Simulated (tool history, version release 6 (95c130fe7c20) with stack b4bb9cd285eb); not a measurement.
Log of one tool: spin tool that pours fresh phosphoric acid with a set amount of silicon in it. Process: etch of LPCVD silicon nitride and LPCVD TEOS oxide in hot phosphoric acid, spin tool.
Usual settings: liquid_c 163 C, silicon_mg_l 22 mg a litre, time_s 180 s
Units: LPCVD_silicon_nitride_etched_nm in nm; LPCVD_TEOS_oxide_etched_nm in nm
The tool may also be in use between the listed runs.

run,hour,liquid_c,silicon_mg_l,time_s,wafers since the last listed run,hours since the thermometer was replaced,hours since the dissolved silicon flow meter was replaced,hours since the heated supply line was repaired,hours since the gauge calibration,"read-back film thickness of the LPCVD silicon nitride reference wafer, read on the same gauge (nm)","read-back film thickness of the LPCVD TEOS oxide reference wafer, read on the same gauge (nm)",LPCVD_silicon_nitride_etched_nm,LPCVD_TEOS_oxide_etched_nm
1,0,163,22,180,0,1916.4,1642.5,1432.7,179.9,50.01,90.019,19.23,0.411
2,22.6,163,22,180,180,1939,1665.1,1455.3,202.5,49.97,90.004,19.39,0.372
3,37.8,163,22,180,121,1954.2,1680.3,1470.5,217.7,50.01,89.966,19.36,0.395
4,69.2,163,22,180,250,1985.6,1711.7,1501.9,249.1,50,90.048,19.35,0.41
5,87.8,163,22,180,148,2004.2,1730.3,1520.5,267.7,49.97,90.043,19.38,0.417
6,99.9,163,22,180,96,2016.3,1742.4,1532.6,279.8,50.02,89.982,19.16,0.395
# hour 106.2: thermometer replaced
# hour 111.4: dissolved silicon flow meter replaced
# hour 128.2: heated supply line repaired
7,137.1,165.5,39,80,273,30.9,25.7,8.9,317,49.98,90.009,9.23,0.089
8,154.8,163,22,180,141,48.6,43.4,26.6,334.7,50.02,90.011,19.18,0.451
9,172.5,164.5,22,180,141,66.3,61.1,44.3,352.4,50.01,89.996,20.17,0.381
10,191.2,160,22,225,149,85,79.8,63,371.1,50,90.006,21.79,0.485
11,211,165,36,180,158,104.8,99.6,82.8,390.9,49.99,89.995,20.39,0.268
12,225.5,163,15.5,275,115,119.3,114.1,97.3,405.4,50.01,89.992,29.63,0.728
13,238.1,164,8.5,180,100,131.9,126.7,109.9,418,50.03,89.943,19.8,0.62
14,258.8,163,22,180,165,152.6,147.4,130.6,438.7,50.01,89.986,19.29,0.381
# hour 271.4: gauge calibrated
15,272.3,163,22,180,107,166.1,160.9,144.1,0.9,50.02,89.983,19.34,0.368
16,288.6,166,28.5,180,130,182.4,177.2,160.4,17.2,49.98,90.057,21.16,0.388
17,309.1,163,22,180,163,202.9,197.7,180.9,37.7,49.99,90.007,19.24,0.432
18,325.4,165.5,22,180,130,219.2,214,197.2,54,50.02,90.006,20.8,0.438
19,342.5,163,22,180,136,236.3,231.1,214.3,71.1,50.03,89.99,19.22,0.419
20,372.2,166,22,275,237,266,260.8,244,100.8,50.03,90.007,32.64,0.821
21,392.1,163,10,180,159,285.9,280.7,263.9,120.7,50,89.98,19.13,0.566
22,425.3,164.5,27,245,265,319.1,313.9,297.1,153.9,50.02,89.99,27.47,0.553

Forecast each of these 4 alternatives for the next run:
A,425.8,163,22,210,3,319.6,314.4,297.6,154.4,?,?,?,?
B,425.8,161,15,180,3,319.6,314.4,297.6,154.4,?,?,?,?
C,425.8,161.5,35.5,125,3,319.6,314.4,297.6,154.4,?,?,?,?
D,425.8,163,39,180,3,319.6,314.4,297.6,154.4,?,?,?,?

run,"read-back film thickness of the LPCVD silicon nitride reference wafer, read on the same gauge (nm)","read-back film thickness of the LPCVD TEOS oxide reference wafer, read on the same gauge (nm)",LPCVD_silicon_nitride_etched_nm,LPCVD_TEOS_oxide_etched_nm
A,49.99,90.032,22.39,0.482
B,49.99,90.032,17.96,0.432
C,49.99,90.032,12.68,0.152
D,49.99,90.032,19.19,0.2
Without the tool's hidden state the same runs would have given:
run,LPCVD_silicon_nitride_etched_nm,LPCVD_TEOS_oxide_etched_nm
A,22.39,0.482
B,17.96,0.432
C,12.68,0.152
D,19.19,0.2
